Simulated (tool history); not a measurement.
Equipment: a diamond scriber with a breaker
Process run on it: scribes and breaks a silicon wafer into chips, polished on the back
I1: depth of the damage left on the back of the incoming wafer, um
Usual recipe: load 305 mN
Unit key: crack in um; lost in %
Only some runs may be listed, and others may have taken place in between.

Run 1, day 0: usual settings but load 263 mN; I1 0.04. Result: crack 7.57 um, lost 1.54 %.
Run 2, day 0.417: usual settings but load 263 mN; I1 0.04. Result: crack 7.52 um, lost 1.71 %.
Run 3, day 0.938: usual settings but load 263 mN; I1 0.04. Result: crack 7.53 um, lost 1.58 %.
Run 4, day 1.292: usual settings; I1 0.04. Result: crack 8.19 um, lost 0.72 %.
Run 5, day 1.662: usual settings; I1 0.02. Result: crack 8.22 um, lost 0.83 %.
Run 6, day 2.15: usual settings; I1 0.04. Result: crack 8.18 um, lost 0.84 %.
Run 7, day 2.629: usual settings; I1 0.02. Result: crack 8.09 um, lost 0.79 %.
Run 8, day 3: usual settings; I1 0.05. Result: crack 8.11 um, lost 0.87 %.
Run 9, day 3.425: usual settings; I1 0.04. Result: crack 8.11 um, lost 0.76 %.
Run 10, day 3.983: usual settings; I1 0.05. Result: crack 7.98 um, lost 0.97 %.
Run 11, day 4.288: usual settings; I1 0.04. Result: crack 7.96 um, lost 0.89 %.
Run 12, day 4.875: usual settings; I1 0.05. Result: crack 7.87 um, lost 0.96 %.
Run 13, day 5.408: usual settings; I1 0.02. Result: crack 8.01 um, lost 0.96 %.
Run 14, day 6.058: usual settings; I1 0.04. Result: crack 7.85 um, lost 1.05 %.
Run 15, day 6.388: usual settings but load 267 mN; I1 0.04. Result: crack 7.26 um, lost 2.43 %.
Run 16, day 7.083: usual settings but load 240 mN; I1 0.05. Result: crack 6.69 um, lost 4.46 %.
Run 17, day 7.679: usual settings but load 243 mN; I1 0.01. Result: crack 6.78 um, lost 4.93 %.
Run 18, day 8.325: usual settings but load 330 mN; I1 0.01. Result: crack 8.15 um, lost 0.86 %.
Run 19, day 8.908: usual settings; I1 0.05. Result: crack 9.03 um, lost 1.44 %.
Run 20, day 9.279: usual settings but load 329 mN; I1 0.03. Result: crack 8.47 um, lost 0.84 %.
Run 21, day 10.025: usual settings but load 350 mN; I1 0.04. Result: crack 8.91 um, lost 1.14 %.
Run 22, day 10.496: usual settings but load 218 mN; I1 0.04. Result: crack 6.65 um, lost 4.96 %.
Run 23, day 10.758: usual settings but load 258 mN; I1 0.03. Result: crack 7.39 um, lost 2.08 %.
Run 24, day 11.375: usual settings; I1 0.03. Result: crack 8.2 um, lost 0.75 %.
Run 25, day 11.721: usual settings but load 331 mN; I1 0.03. Result: crack 8.63 um, lost 0.94 %.
Run 26, day 12.104: usual settings but load 391 mN; I1 0.02. Result: crack 9.73 um, lost 2.87 %.
Run 27, day 14.2: usual settings; I1 0.03. Result: crack 8.31 um, lost 0.71 %.
Run 28, day 14.825: usual settings but load 246 mN; I1 0.03. Result: crack 7.43 um, lost 2.18 %.
Run 29, day 15.158: usual settings but load 385 mN; I1 0.03. Result: crack 9.67 um, lost 3.34 %.
Run 30, day 15.875: usual settings but load 343 mN; I1 0.02. Result: crack 9.08 um, lost 1.59 %.
Run 31, day 16.421: usual settings but load 341 mN; I1 0.04. Result: crack 9.04 um, lost 1.46 %.

Taken out of this log: 2 entries between the listed runs. Where each belongs, and how the hidden state differs across it:
Between runs 18 and 19: diamond tip replaced by a new one (day 8.888)
  share of the diamond tip's cutting effectiveness lost through wear, %: 22.6 -> 1.89
  measured result minus the result with no hidden state, crack: -0.64 -> +0.71 um; lost: -0.14 -> +0.68 %
Between runs 19 and 20: load on the tip recalibrated (day 9.2)
  deviation of the load on the tip from its setpoint, %: 17.1 -> -1.41
  measured result minus the result with no hidden state, crack: +0.71 -> -0.19 um; lost: +0.68 -> -0.15 %
